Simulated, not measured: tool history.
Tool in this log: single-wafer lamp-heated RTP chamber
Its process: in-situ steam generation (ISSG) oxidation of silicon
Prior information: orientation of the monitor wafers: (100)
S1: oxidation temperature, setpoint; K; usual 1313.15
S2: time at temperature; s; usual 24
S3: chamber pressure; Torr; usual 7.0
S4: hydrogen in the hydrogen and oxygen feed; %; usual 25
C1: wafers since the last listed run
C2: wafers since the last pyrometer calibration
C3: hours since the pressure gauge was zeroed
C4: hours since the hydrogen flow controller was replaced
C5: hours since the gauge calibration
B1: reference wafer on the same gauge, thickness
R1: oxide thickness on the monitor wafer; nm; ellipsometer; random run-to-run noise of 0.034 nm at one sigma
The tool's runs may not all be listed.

run    hour       S1  S2   S3  S4    C1    C2      C3      C4      C5     B1     R1
  1     0.0  1313.15  24  7.7  25     0   309  2786.8  3093.4   386.4  8.711  7.428
  2    71.8  1313.15  24  7.7  25   826  1135  2858.6  3165.2   458.2  8.711  7.487
  3   102.6  1313.15  24  7.0  25   354  1490  2889.4  3196.0   489.0  8.714  7.510
  4   149.6  1313.15  24  7.0  25   541  2031  2936.4  3243.0   536.0  8.709  7.518
  5   216.6  1313.15  24  7.0  25   771  2802  3003.4  3310.0   603.0  8.707  7.581
  6   275.5  1313.15  24  7.0  18   678  3480  3062.3  3368.9   661.9  8.726  7.154
      318.9  -- pyrometer window cleaned and pyrometer calibrated
  7   319.3  1313.15  24  7.0  18   412     4  3106.1  3412.7   705.7  8.714  6.749
  8   368.1  1313.15  24  7.0  18   561   566  3154.9  3461.5   754.5  8.737  6.798
  9   394.5  1313.15  24  7.0  25   303   869  3181.3  3487.9   780.9  8.717  7.423
 10   455.6  1313.15  24  7.0  25   703  1573  3242.4  3549.0   842.0  8.702  7.516
 11   544.5  1313.15  24  7.0  25  1023  2596  3331.3  3637.9   930.9  8.725  7.579
 12   596.6  1313.15  24  7.0  25   599  3196  3383.4  3690.0   983.0  8.725  7.651
      625.1  -- pyrometer window cleaned and pyrometer calibrated
 13   633.2  1313.15  24  7.0  25   329    93  3420.0  3726.6  1019.6  8.716  7.287
 14   680.8  1313.15  24  7.0  25   547   641  3467.6  3774.2  1067.2  8.734  7.428
 15   706.0  1321.15  24  7.7  20   290   931  3492.8  3799.4  1092.4  8.744  7.298
 16   764.9  1313.15  17  6.9  17   678  1609  3551.7  3858.3  1151.3  8.711  5.715
 17   791.2  1313.15  17  7.8  17   302  1912  3578.0  3884.6  1177.6  8.712  5.694
      857.7  -- pressure gauge zeroed
 18   858.2  1313.15  24  8.1  25   679  2591     0.5  3951.6  1244.6  8.726  7.606
 19   903.0  1313.15  24  6.9  18   515  3107    45.3  3996.4  1289.4  8.724  7.047
      942.4  -- hydrogen flow controller replaced
 20   959.9  1323.15  24  7.7  25   562  3670   102.2    17.5  1346.3  8.718  8.186
 21   985.5  1313.15  24  8.4  32   294  3965   127.8    43.1  1371.9  8.716  8.191
     1015.3  -- pyrometer window cleaned and pyrometer calibrated
 22  1029.9  1313.15  29  7.9  32   419   168   172.2    87.5  1416.3  8.713  8.652
     1063.2  -- gauge calibrated
 23  1208.2  1313.15  24  7.0  25  2052  2220   350.5   265.8   145.0  8.711  7.545
 24  1234.0  1298.15  24  7.0  25   297  2517   376.3   291.6   170.8  8.726  6.987
 25  1285.7  1313.15  24  7.0  25   595  3113   428.0   343.3   222.5  8.699  7.639
 26  1335.2  1297.15  24  6.9  25   569  3682   477.5   392.8   272.0  8.727  7.134
 27  1371.1  1313.15  24  7.0  25   413  4096   513.4   428.7   307.9  8.708  7.732
     1403.6  -- pyrometer window cleaned and pyrometer calibrated
 28  1414.8  1303.15  24  7.0  25   410   128   557.1   472.4   351.6  8.716  6.920
 29  1469.2  1313.15  24  6.9  18   626   755   611.5   526.8   406.0  8.724  6.839
 30  1540.7  1313.15  24  6.9  18   823  1578   683.0   598.3   477.5  8.718  6.851
 31  1567.5  1313.15  24  7.0  25   308  1886   709.8   625.1   504.3  8.736  7.440

Here are 4 independent what-if runs from the current tool condition. What would each one return?
  A  1568.0  1326.15  24  7.0  25   5  1892  710.3  625.6  504.8   ?   ?
  B  1568.0  1299.15  27  6.9  25   5  1892  710.3  625.6  504.8   ?   ?
  C  1568.0  1324.15  21  7.8  32   5  1892  710.3  625.6  504.8   ?   ?
  D  1568.0  1329.15  24  7.0  25   5  1892  710.3  625.6  504.8   ?   ?

run     B1     R1
  A  8.722  8.055
  B  8.722  7.374
  C  8.722  7.931
  D  8.722  8.198
Had the tool no hidden state, the same runs would have come out as:
run     R1
  A  7.830
  B  7.188
  C  7.716
  D  7.965
